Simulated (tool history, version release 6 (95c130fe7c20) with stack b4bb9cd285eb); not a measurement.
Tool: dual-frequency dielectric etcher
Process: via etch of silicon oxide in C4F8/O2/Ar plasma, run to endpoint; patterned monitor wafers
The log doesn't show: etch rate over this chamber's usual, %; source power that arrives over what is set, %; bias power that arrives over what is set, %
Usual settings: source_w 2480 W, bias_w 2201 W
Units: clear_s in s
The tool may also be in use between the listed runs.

| run | hour | source_w | bias_w | wafers since the last listed run | hours since the last wet clean | hours since the last source power generator calibration | hours since the last bias power generator calibration | hours since the last upper electrode change | incoming incoming film thickness, nm | clear_s |
|---|---|---|---|---|---|---|---|---|---|---|
| 1 | 0.0 | 2480 | 2201 | 0 | 173.4 | 3876.2 | 1312.4 | 1492.9 | 1387.8 | 237.1 |
| 2 | 70.6 | 2480 | 2201 | 265 | 244.0 | 3946.8 | 1383.0 | 1563.5 | 1390.0 | 239.3 |
| 3 | 124.4 | 2480 | 2201 | 201 | 297.8 | 4000.6 | 1436.8 | 1617.3 | 1369.7 | 233.9 |
| 4 | 187.3 | 2480 | 2201 | 236 | 360.7 | 4063.5 | 1499.7 | 1680.2 | 1386.2 | 237.7 |
| 5 | 238.4 | 2480 | 2201 | 191 | 411.8 | 4114.6 | 1550.8 | 1731.3 | 1379.7 | 235.8 |
|  | 330.0 | wet clean of the chamber |
| 6 | 330.5 | 2480 | 2055 | 255 | 0.5 | 4206.7 | 1642.9 | 1823.4 | 1385.2 | 243.9 |
| 7 | 370.2 | 2480 | 2405 | 149 | 40.2 | 4246.4 | 1682.6 | 1863.1 | 1389.9 | 229.6 |
| 8 | 401.3 | 2480 | 2201 | 116 | 71.3 | 4277.5 | 1713.7 | 1894.2 | 1395.4 | 238.3 |
| 9 | 431.8 | 2480 | 2201 | 114 | 101.8 | 4308.0 | 1744.2 | 1924.7 | 1393.7 | 239.6 |
|  | 477.4 | upper electrode replaced |
| 10 | 477.9 | 2720 | 1828 | 82 | 147.9 | 4354.1 | 1790.3 | 0.5 | 1392.0 | 253.1 |
| 11 | 493.3 | 2720 | 1828 | 57 | 163.3 | 4369.5 | 1805.7 | 15.9 | 1405.5 | 256.9 |
| 12 | 528.3 | 2480 | 2509 | 131 | 198.3 | 4404.5 | 1840.7 | 50.9 | 1384.6 | 222.6 |
| 13 | 579.0 | 2480 | 2201 | 190 | 249.0 | 4455.2 | 1891.4 | 101.6 | 1391.7 | 240.7 |
|  | 614.5 | bias power generator calibrated |
| 14 | 643.6 | 2480 | 2201 | 227 | 313.6 | 4519.8 | 29.1 | 166.2 | 1391.6 | 240.6 |
| 15 | 669.6 | 2480 | 2485 | 97 | 339.6 | 4545.8 | 55.1 | 192.2 | 1402.9 | 227.2 |
| 16 | 718.4 | 2950 | 2201 | 183 | 388.4 | 4594.6 | 103.9 | 241.0 | 1395.7 | 224.4 |
| 17 | 751.0 | 2480 | 2201 | 122 | 421.0 | 4627.2 | 136.5 | 273.6 | 1383.3 | 238.6 |
|  | 790.8 | source power generator calibrated |
|  | 827.6 | wet clean of the chamber |
| 18 | 828.1 | 2040 | 1799 | 184 | 0.5 | 37.3 | 213.6 | 350.7 | 1379.2 | 278.8 |
| 19 | 866.9 | 2480 | 2201 | 145 | 39.3 | 76.1 | 252.4 | 389.5 | 1388.9 | 236.6 |
| 20 | 906.3 | 1940 | 1838 | 147 | 78.7 | 115.5 | 291.8 | 428.9 | 1387.4 | 281.6 |
| 21 | 959.0 | 1960 | 1672 | 197 | 131.4 | 168.2 | 344.5 | 481.6 | 1377.2 | 289.3 |

Run 22 comes next. What will it give?
| 22 | 994.8 | 2480 | 2432 | 134 | 167.2 | 204.0 | 380.3 | 517.4 | 1378.0 | ? |

{"run 22": {"clear_s": 225.5}}
Without the tool's hidden state the same run would have given clear_s 225.5 s.
